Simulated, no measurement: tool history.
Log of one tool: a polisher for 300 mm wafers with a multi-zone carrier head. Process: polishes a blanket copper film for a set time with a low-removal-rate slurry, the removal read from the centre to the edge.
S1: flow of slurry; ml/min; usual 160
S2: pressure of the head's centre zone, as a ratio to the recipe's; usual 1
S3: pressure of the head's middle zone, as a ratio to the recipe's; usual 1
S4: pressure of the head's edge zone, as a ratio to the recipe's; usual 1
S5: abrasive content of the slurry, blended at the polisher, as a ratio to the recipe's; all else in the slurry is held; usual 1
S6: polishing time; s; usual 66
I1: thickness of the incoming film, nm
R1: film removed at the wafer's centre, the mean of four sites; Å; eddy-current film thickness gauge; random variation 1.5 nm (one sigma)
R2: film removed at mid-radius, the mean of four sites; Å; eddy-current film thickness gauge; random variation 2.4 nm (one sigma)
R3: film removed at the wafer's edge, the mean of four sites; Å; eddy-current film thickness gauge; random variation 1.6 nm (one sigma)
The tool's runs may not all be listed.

{"run": 1, "hour": 0.0, "S1": 160, "S2": 1, "S3": 1, "S4": 1, "S5": 1, "S6": 66, "I1": 1314.7, "R1": 1584, "R2": 1704, "R3": 1671}
{"run": 2, "hour": 16.8, "S1": 160, "S2": 1, "S3": 1, "S4": 1, "S5": 1, "S6": 66, "I1": 1304.8, "R1": 1584, "R2": 1649, "R3": 1655}
{"run": 3, "hour": 29.4, "S1": 160, "S2": 1, "S3": 1, "S4": 1, "S5": 1, "S6": 66, "I1": 1298.1, "R1": 1575, "R2": 1665, "R3": 1682}
{"run": 4, "hour": 49.0, "S1": 160, "S2": 1, "S3": 1, "S4": 1, "S5": 0.9, "S6": 66, "I1": 1294.8, "R1": 1530, "R2": 1669, "R3": 1637}
{"hour": 66.2, "done": "worn pad replaced by a new one"}
{"run": 5, "hour": 81.3, "S1": 160, "S2": 1, "S3": 1, "S4": 1, "S5": 0.9, "S6": 66, "I1": 1290.4, "R1": 1528, "R2": 1642, "R3": 1665}
{"run": 6, "hour": 113.4, "S1": 135, "S2": 1, "S3": 1, "S4": 1, "S5": 1, "S6": 66, "I1": 1275.7, "R1": 1483, "R2": 1611, "R3": 1642}
{"hour": 117.1, "done": "centre zone pressure recalibrated"}
{"hour": 152.4, "done": "edge zone pressure recalibrated"}
{"hour": 175.9, "done": "worn pad replaced by a new one"}
{"run": 7, "hour": 196.3, "S1": 135, "S2": 1, "S3": 1, "S4": 1, "S5": 1, "S6": 66, "I1": 1282, "R1": 1607, "R2": 1611, "R3": 1660}
{"run": 8, "hour": 211.1, "S1": 195, "S2": 1, "S3": 1, "S4": 1, "S5": 1, "S6": 44, "I1": 1296.9, "R1": 1163, "R2": 1171, "R3": 1145}
{"run": 9, "hour": 236.0, "S1": 200, "S2": 0.92, "S3": 1, "S4": 1.11, "S5": 1.1, "S6": 66, "I1": 1274.5, "R1": 1633, "R2": 1790, "R3": 1872}
{"run": 10, "hour": 253.8, "S1": 140, "S2": 0.93, "S3": 1, "S4": 1, "S5": 1, "S6": 66, "I1": 1283.9, "R1": 1494, "R2": 1608, "R3": 1646}
{"hour": 267.0, "done": "slurry nozzle cleaned"}
{"hour": 273.2, "done": "worn pad replaced by a new one"}
{"run": 11, "hour": 273.7, "S1": 160, "S2": 1, "S3": 1, "S4": 0.93, "S5": 1, "S6": 66, "I1": 1309.4, "R1": 1640, "R2": 1696, "R3": 1627}
{"hour": 281.0, "done": "carrier head's membrane replaced by a new one"}
{"run": 12, "hour": 305.9, "S1": 130, "S2": 1, "S3": 1.03, "S4": 0.92, "S5": 1.2, "S6": 66, "I1": 1300.3, "R1": 1596, "R2": 1676, "R3": 1615}
{"run": 13, "hour": 338.3, "S1": 160, "S2": 1, "S3": 1, "S4": 1, "S5": 1, "S6": 66, "I1": 1315.6, "R1": 1595, "R2": 1691, "R3": 1697}
{"run": 14, "hour": 352.5, "S1": 160, "S2": 1, "S3": 1, "S4": 1.03, "S5": 1, "S6": 66, "I1": 1309.3, "R1": 1622, "R2": 1691, "R3": 1724}

3 ways to go on from here, each from the tool as it stands after run 14. What would each give?
{"run": "A", "hour": 352.9, "S1": 160, "S2": 1, "S3": 1, "S4": 1, "S5": 1, "S6": 66, "I1": 1285.6, "R1": "?", "R2": "?", "R3": "?"}
{"run": "B", "hour": 352.9, "S1": 160, "S2": 1, "S3": 0.95, "S4": 1, "S5": 1, "S6": 66, "I1": 1285.6, "R1": "?", "R2": "?", "R3": "?"}
{"run": "C", "hour": 352.9, "S1": 160, "S2": 1, "S3": 1, "S4": 1, "S5": 0.75, "S6": 81, "I1": 1285.6, "R1": "?", "R2": "?", "R3": "?"}

run=A R1=1598 R2=1676 R3=1694
run=B R1=1598 R2=1617 R3=1695
run=C R1=1860 R2=1951 R3=1972
Without the tool's hidden state the same runs would have given:
run=A R1=1716 R2=1675 R3=1694
run=B R1=1716 R2=1616 R3=1695
run=C R1=1998 R2=1950 R3=1972
